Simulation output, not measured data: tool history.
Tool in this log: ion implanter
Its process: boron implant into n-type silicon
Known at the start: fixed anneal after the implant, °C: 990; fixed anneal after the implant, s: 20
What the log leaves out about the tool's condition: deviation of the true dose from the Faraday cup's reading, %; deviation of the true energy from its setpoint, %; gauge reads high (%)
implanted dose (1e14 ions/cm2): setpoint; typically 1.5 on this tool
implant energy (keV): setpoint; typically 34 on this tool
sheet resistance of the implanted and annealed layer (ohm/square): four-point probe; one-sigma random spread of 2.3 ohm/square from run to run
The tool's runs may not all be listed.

| run | hour | implanted dose (1e14 ions/cm2) | implant energy (keV) | wafers since the last listed run | hours since the last dose calibration | hours since the extraction supply was calibrated | hours since the gauge calibration | read-back reference wafer on the same gauge, sheet resistance | sheet resistance of the implanted and annealed layer (ohm/square) |
|---|---|---|---|---|---|---|---|---|---|
| 1 | 0 | 1.66 | 28 | 0 | 1328.2 | 5054.2 | 473.2 | 562.95 | 548.7 |
| 2 | 103.8 | 1.66 | 28 | 2283 | 1432 | 5158 | 577 | 563.47 | 544.94 |
| 3 | 208.4 | 1.66 | 28 | 2300 | 1536.6 | 5262.6 | 681.6 | 563.34 | 546.34 |
|  | 289 | gauge calibrated |
| 4 | 310.2 | 1.5 | 34 | 2239 | 1638.4 | 5364.4 | 21.2 | 563.02 | 568.71 |
| 5 | 349.8 | 1.5 | 34 | 870 | 1678 | 5404 | 60.8 | 563.53 | 569.84 |
| 6 | 422 | 1.5 | 43 | 1588 | 1750.2 | 5476.2 | 133 | 562.92 | 545.37 |
| 7 | 462.3 | 1.5 | 43 | 886 | 1790.5 | 5516.5 | 173.3 | 563.11 | 543.85 |
| 8 | 524.9 | 1.5 | 43 | 1376 | 1853.1 | 5579.1 | 235.9 | 563.26 | 541.67 |
| 9 | 612.7 | 1.32 | 34 | 1931 | 1940.9 | 5666.9 | 323.7 | 562.77 | 617.02 |
| 10 | 717.9 | 1.79 | 40.5 | 2313 | 2046.1 | 5772.1 | 428.9 | 562.57 | 482.54 |
|  | 757.6 | extraction supply calibrated |
| 11 | 789.1 | 1.78 | 38 | 1390 | 2117.3 | 31.5 | 500.1 | 563.4 | 488.5 |
|  | 857.8 | Faraday cup replaced and dose calibrated |
| 12 | 858.3 | 1.5 | 34 | 1346 | 0.5 | 100.7 | 569.3 | 563 | 603.42 |
| 13 | 893.1 | 1.18 | 23.5 | 765 | 35.3 | 135.5 | 604.1 | 563.17 | 765.17 |
| 14 | 947.7 | 1.5 | 34 | 1200 | 89.9 | 190.1 | 658.7 | 563.42 | 603.03 |
| 15 | 1041.1 | 1.5 | 44 | 2054 | 183.3 | 283.5 | 752.1 | 563.69 | 574.38 |
|  | 1043.9 | gauge calibrated |
|  | 1085.7 | Faraday cup replaced and dose calibrated, repeated, since the last time left the tool worse |
| 16 | 1150.1 | 1.75 | 22 | 2221 | 64.4 | 392.5 | 106.2 | 563.4 | 551.94 |
| 17 | 1255.6 | 1.83 | 22 | 2320 | 169.9 | 498 | 211.7 | 563.04 | 532.5 |
| 18 | 1349.2 | 1.77 | 27 | 2058 | 263.5 | 591.6 | 305.3 | 563.19 | 531.1 |
| 19 | 1416 | 1.77 | 27 | 1469 | 330.3 | 658.4 | 372.1 | 562.71 | 530.73 |

Here are 4 independent what-if runs from the current tool condition. What would each one return?
| A | 1416.4 | 1.25 | 34 | 8 | 330.7 | 658.8 | 372.5 | ? | ? |
| B | 1416.4 | 1.27 | 45 | 8 | 330.7 | 658.8 | 372.5 | ? | ? |
| C | 1416.4 | 1.74 | 34 | 8 | 330.7 | 658.8 | 372.5 | ? | ? |
| D | 1416.4 | 1.81 | 34 | 8 | 330.7 | 658.8 | 372.5 | ? | ? |

| run | read-back reference wafer on the same gauge, sheet resistance | sheet resistance of the implanted and annealed layer (ohm/square) |
|---|---|---|
| A | 562.71 | 657.69 |
| B | 562.71 | 616.98 |
| C | 562.71 | 519.94 |
| D | 562.71 | 505.45 |
Take away the tool's hidden state, keep each run's random variation, and the runs would have read:
| run | sheet resistance of the implanted and annealed layer (ohm/square) |
|---|---|
| A | 657.72 |
| B | 617.01 |
| C | 519.96 |
| D | 505.47 |
